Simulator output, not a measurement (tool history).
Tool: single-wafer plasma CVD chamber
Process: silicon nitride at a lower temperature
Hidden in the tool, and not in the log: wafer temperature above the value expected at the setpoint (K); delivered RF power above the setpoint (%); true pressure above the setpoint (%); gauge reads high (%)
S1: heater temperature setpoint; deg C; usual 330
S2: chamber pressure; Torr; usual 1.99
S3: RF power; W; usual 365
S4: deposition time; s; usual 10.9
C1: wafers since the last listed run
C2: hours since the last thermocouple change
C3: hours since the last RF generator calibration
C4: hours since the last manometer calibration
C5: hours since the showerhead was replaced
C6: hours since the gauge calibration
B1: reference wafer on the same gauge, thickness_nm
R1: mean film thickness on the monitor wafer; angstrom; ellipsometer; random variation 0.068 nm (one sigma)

run	hour	S1	S2	S3	S4	C1	C2	C3	C4	C5	C6	B1	R1
1	0.0	330	1.99	365	10.9	0	970.9	964.7	341.4	5898.9	1840.2	13.195	144.42
2	91.2	330	1.99	365	10.9	2556	1062.1	1055.9	432.6	5990.1	1931.4	13.205	144.76
3	131.1	330	1.99	365	10.9	1118	1102.0	1095.8	472.5	6030.0	1971.3	13.199	144.04
# hour 204.9: thermocouple changed; heater temperature recalibrated
4	217.5	330	1.99	365	10.9	2197	12.6	1182.2	558.9	6116.4	2057.7	13.205	143.93
5	322.1	330	1.99	365	10.9	2932	117.2	1286.8	663.5	6221.0	2162.3	13.198	143.35
# hour 420.9: showerhead replaced
6	427.9	330	1.99	365	10.9	2741	223.0	1392.6	769.3	7.0	2268.1	13.192	143.86
7	468.5	330	1.99	365	10.9	1138	263.6	1433.2	809.9	47.6	2308.7	13.206	143.12
8	540.6	330	1.99	365	10.9	2021	335.7	1505.3	882.0	119.7	2380.8	13.208	142.26
9	621.1	330	1.99	365	10.9	2256	416.2	1585.8	962.5	200.2	2461.3	13.204	142.34
# hour 624.9: gauge calibrated
10	723.4	330	1.99	365	10.9	2867	518.5	1688.1	1064.8	302.5	98.5	13.196	142.01
11	788.8	330	1.99	385	10.9	1833	583.9	1753.5	1130.2	367.9	163.9	13.190	145.82
12	885.0	316	1.78	310	10.9	2696	680.1	1849.7	1226.4	464.1	260.1	13.211	126.75
13	961.7	330	1.51	365	10.9	2150	756.8	1926.4	1303.1	540.8	336.8	13.186	129.27
14	1030.1	330	1.99	365	10.9	1917	825.2	1994.8	1371.5	609.2	405.2	13.195	140.15
15	1072.8	330	2.41	305	8.9	1196	867.9	2037.5	1414.2	651.9	447.9	13.201	109.60
# hour 1144.6: capacitance manometer re-zeroed and calibrated
16	1154.4	330	1.99	365	10.9	2063	949.5	2119.1	9.8	733.5	529.5	13.193	143.30
17	1206.3	321	1.66	435	9.0	1454	1001.4	2171.0	61.7	785.4	581.4	13.197	122.60
18	1249.1	330	2.43	365	10.9	1199	1044.2	2213.8	104.5	828.2	624.2	13.199	149.15
19	1300.3	318	2.15	330	10.3	1435	1095.4	2265.0	155.7	879.4	675.4	13.205	131.49
# hour 1352.0: thermocouple changed; heater temperature recalibrated
# hour 1352.8: RF generator calibrated
20	1379.6	330	2.20	365	10.9	1975	27.6	26.8	235.0	958.7	754.7	13.200	148.80
21	1481.8	330	1.99	365	10.9	2864	129.8	129.0	337.2	1060.9	856.9	13.211	145.66
22	1573.9	316	2.25	365	10.9	2581	221.9	221.1	429.3	1153.0	949.0	13.201	150.36
23	1675.4	330	2.11	400	10.2	2845	323.4	322.6	530.8	1254.5	1050.5	13.190	144.58
24	1715.1	330	1.99	365	10.9	1112	363.1	362.3	570.5	1294.2	1090.2	13.199	145.53
25	1780.0	330	1.78	365	10.9	1819	428.0	427.2	635.4	1359.1	1155.1	13.207	138.30
26	1825.0	316	1.55	405	10.9	1261	473.0	472.2	680.4	1404.1	1200.1	13.208	142.46
27	1880.4	330	1.99	365	10.9	1552	528.4	527.6	735.8	1459.5	1255.5	13.196	143.99

Some steps in R1 between neighbouring runs. How much of each would the tool show without its hidden state too (settings, what came in, random variation), and how much is left for the hidden state, with any gauge scatter that isn't in both results?
Run 14 -> 15: S2 1.99 -> 2.41, S3 365 -> 305, S4 10.9 -> 8.9. R1 -30.55 angstrom: hidden state +1.22, all else -31.77.
Run 15 -> 16: S2 2.41 -> 1.99, S3 305 -> 365, S4 8.9 -> 10.9, capacitance manometer re-zeroed and calibrated. R1 +33.70 angstrom: hidden state +1.32, all else +32.38.
Run 19 -> 20: S1 318 -> 330, S2 2.15 -> 2.20, S3 330 -> 365, S4 10.3 -> 10.9, thermocouple changed; heater temperature recalibrated, RF generator calibrated. R1 +17.31 angstrom: hidden state +3.13, all else +14.18.
